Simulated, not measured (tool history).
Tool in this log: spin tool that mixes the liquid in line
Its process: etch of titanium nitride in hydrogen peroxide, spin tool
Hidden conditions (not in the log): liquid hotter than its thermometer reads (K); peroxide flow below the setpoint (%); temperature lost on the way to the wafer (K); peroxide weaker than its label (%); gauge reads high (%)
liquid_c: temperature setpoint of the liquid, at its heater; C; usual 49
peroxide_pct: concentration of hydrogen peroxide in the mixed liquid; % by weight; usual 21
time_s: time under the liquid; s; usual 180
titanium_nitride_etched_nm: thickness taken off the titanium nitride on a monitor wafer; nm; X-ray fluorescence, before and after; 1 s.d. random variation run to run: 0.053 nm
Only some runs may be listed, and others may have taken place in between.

run	hour	liquid_c	peroxide_pct	time_s	wafers since the last listed run	hours since the thermometer was replaced	hours since the peroxide flow meter was replaced	hours since the heated supply line was repaired	hours since the drum of peroxide was connected	hours since the gauge calibration	read-back film thickness of the titanium nitride reference wafer, read on the same gauge (nm)	titanium_nitride_etched_nm
1	0	49	17	180	0	2712.2	673.6	890.9	743.7	183.1	60	7.48
2	24.9	49	17	180	151	2737.1	698.5	915.8	768.6	208	59.98	7.57
3	56.3	49	17	180	191	2768.5	729.9	947.2	800	239.4	60.02	7.61
4	86.7	49	21	180	185	2798.9	760.3	977.6	830.4	269.8	60.02	7.76
5	111.2	49	25.5	180	149	2823.4	784.8	1002.1	854.9	294.3	60.01	8.3
6	128	49	25.5	180	102	2840.2	801.6	1018.9	871.7	311.1	59.99	8.4
7	157.1	49	25.5	180	177	2869.3	830.7	1048	900.8	340.2	59.99	8.35
8	180.5	49	21	180	142	2892.7	854.1	1071.4	924.2	363.6	59.98	8.1
# hour 180.6: gauge calibrated
9	207.3	49	21	180	163	2919.5	880.9	1098.2	951	26.7	59.95	7.91
10	232.1	55	16	180	151	2944.3	905.7	1123	975.8	51.5	60.03	11.64
# hour 247.5: heated supply line repaired
11	249.7	55	16	180	101	2961.9	923.3	2.2	993.4	69.1	59.96	11.57
12	280.3	44	21	230	186	2992.5	953.9	32.8	1024	99.7	60.04	7.11
13	297.5	49	21	180	104	3009.7	971.1	50	1041.2	116.9	60	7.86
14	329.4	49	18.5	180	194	3041.6	1003	81.9	1073.1	148.8	59.93	7.76
# hour 331.2: thermometer replaced
15	356	49	18.5	180	156	24.8	1029.6	108.5	1099.7	175.4	59.99	6.32
16	374.4	46	15	180	112	43.2	1048	126.9	1118.1	193.8	60.01	4.86
# hour 382.7: peroxide flow meter replaced
17	386.5	49	21	180	67	55.3	3.8	139	1130.2	205.9	59.95	6.52
18	399.4	49	16.5	180	78	68.2	16.7	151.9	1143.1	218.8	60.03	6.23
# hour 445.5: new drum of peroxide connected
19	495.8	39.5	21	100	582	164.6	113.1	248.3	50.3	315.2	60.06	1.83
20	518.3	40.5	15.5	210	137	187.1	135.6	270.8	72.8	337.7	59.99	3.88
21	530.4	49	21	180	73	199.2	147.7	282.9	84.9	349.8	60.03	6.54
# hour 532.9: gauge calibrated
22	562.9	42.5	21	180	198	231.7	180.2	315.4	117.4	30	60.02	4.04

Alternative continuations, all from the tool just after run 22; predict every row:
A	563.4	49	19	180	3	232.2	180.7	315.9	117.9	30.5	?	?
B	563.4	52	23.5	265	3	232.2	180.7	315.9	117.9	30.5	?	?
C	563.4	49	23	180	3	232.2	180.7	315.9	117.9	30.5	?	?
D	563.4	49	23.5	180	3	232.2	180.7	315.9	117.9	30.5	?	?
E	563.4	56	24	115	3	232.2	180.7	315.9	117.9	30.5	?	?

run	read-back film thickness of the titanium nitride reference wafer, read on the same gauge (nm)	titanium_nitride_etched_nm
A	60.06	6.54
B	60.06	12.5
C	60.06	6.81
D	60.06	6.84
E	60.06	7.22
Take away the tool's hidden state, keep each run's random variation, and the runs would have read:
run	titanium_nitride_etched_nm
A	6.39
B	12.23
C	6.66
D	6.69
E	7.07
